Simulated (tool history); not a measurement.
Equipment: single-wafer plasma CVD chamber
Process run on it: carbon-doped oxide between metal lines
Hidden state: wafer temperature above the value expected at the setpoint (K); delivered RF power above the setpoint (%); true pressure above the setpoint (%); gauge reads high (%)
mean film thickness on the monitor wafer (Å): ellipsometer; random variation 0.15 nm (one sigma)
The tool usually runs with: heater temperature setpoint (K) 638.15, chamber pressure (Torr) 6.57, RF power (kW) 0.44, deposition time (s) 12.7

| run | day | heater temperature setpoint (K) | chamber pressure (Torr) | RF power (kW) | deposition time (s) | wafers since the last listed run | hours since the last thermocouple change | hours since the last RF generator calibration | hours since the last manometer calibration | hours since the showerhead was replaced | hours since the gauge calibration | read-back reference wafer on the same gauge, thickness_nm | mean film thickness on the monitor wafer (Å) |
|---|---|---|---|---|---|---|---|---|---|---|---|---|---|
| 1 | 0 | 638.15 | 6.57 | 0.44 | 12.7 | 0 | 2389.1 | 693.7 | 1967.8 | 5705.3 | 430.3 | 63.479 | 576.85 |
| 2 | 0.333 | 638.15 | 6.57 | 0.46 | 12.7 | 328 | 2397.1 | 701.7 | 1975.8 | 5713.3 | 438.3 | 63.554 | 599.84 |
| 3 | 0.704 | 638.15 | 6.57 | 0.46 | 12.7 | 365 | 2406 | 710.6 | 1984.7 | 5722.2 | 447.2 | 63.468 | 599.61 |
| 4 | 1.096 | 638.15 | 6.57 | 0.46 | 12.7 | 385 | 2415.4 | 720 | 1994.1 | 5731.6 | 456.6 | 63.508 | 597.76 |
| 5 | 1.612 | 638.15 | 6.57 | 0.44 | 12.7 | 508 | 2427.8 | 732.4 | 2006.5 | 5744 | 469 | 63.516 | 577.17 |
|  | 1.992 | gauge calibrated |
|  | 2.042 | thermocouple changed; heater temperature recalibrated |
|  | 2.554 | capacitance manometer re-zeroed and calibrated |
| 6 | 2.575 | 638.15 | 6.57 | 0.44 | 12.7 | 291 | 12.8 | 755.5 | 0.5 | 5767.1 | 14 | 63.456 | 571.92 |
| 7 | 2.9 | 638.15 | 7.85 | 0.44 | 12.7 | 320 | 20.6 | 763.3 | 8.3 | 5774.9 | 21.8 | 63.47 | 578.3 |
| 8 | 3.462 | 638.15 | 6.57 | 0.44 | 12.7 | 553 | 34.1 | 776.8 | 21.8 | 5788.4 | 35.3 | 63.457 | 572.83 |
| 9 | 3.838 | 638.15 | 6.57 | 0.44 | 12.7 | 369 | 43.1 | 785.8 | 30.8 | 5797.4 | 44.3 | 63.469 | 572.23 |
| 10 | 4.412 | 631.15 | 6.57 | 0.405 | 12.7 | 566 | 56.9 | 799.6 | 44.6 | 5811.2 | 58.1 | 63.488 | 539.21 |
| 11 | 6.125 | 631.15 | 6.57 | 0.405 | 12.7 | 1686 | 98 | 840.7 | 85.7 | 5852.3 | 99.2 | 63.439 | 536.53 |
| 12 | 6.412 | 638.15 | 6 | 0.44 | 11.3 | 283 | 104.9 | 847.6 | 92.6 | 5859.2 | 106.1 | 63.498 | 502.56 |
| 13 | 6.829 | 645.15 | 6.57 | 0.44 | 12.7 | 410 | 114.9 | 857.6 | 102.6 | 5869.2 | 116.1 | 63.491 | 555.86 |
| 14 | 7.342 | 648.15 | 7.52 | 0.44 | 12.7 | 504 | 127.2 | 869.9 | 114.9 | 5881.5 | 128.4 | 63.539 | 556.09 |
|  | 8.117 | showerhead replaced |
| 15 | 8.138 | 634.15 | 5.96 | 0.44 | 12.7 | 455 | 146.3 | 889 | 134 | 0.5 | 147.5 | 63.518 | 563.29 |

Expected results for the next run?
| 16 | 8.154 | 638.15 | 6.57 | 0.44 | 12.7 | 16 | 146.7 | 889.4 | 134.4 | 0.9 | 147.9 | ? | ? |

{"run 16": {"read-back reference wafer on the same gauge, thickness_nm": 63.461, "mean film thickness on the monitor wafer (Å)": 565.44}}
Minus the tool's unlogged condition, the same run would have read mean film thickness on the monitor wafer (Å) 601.09.
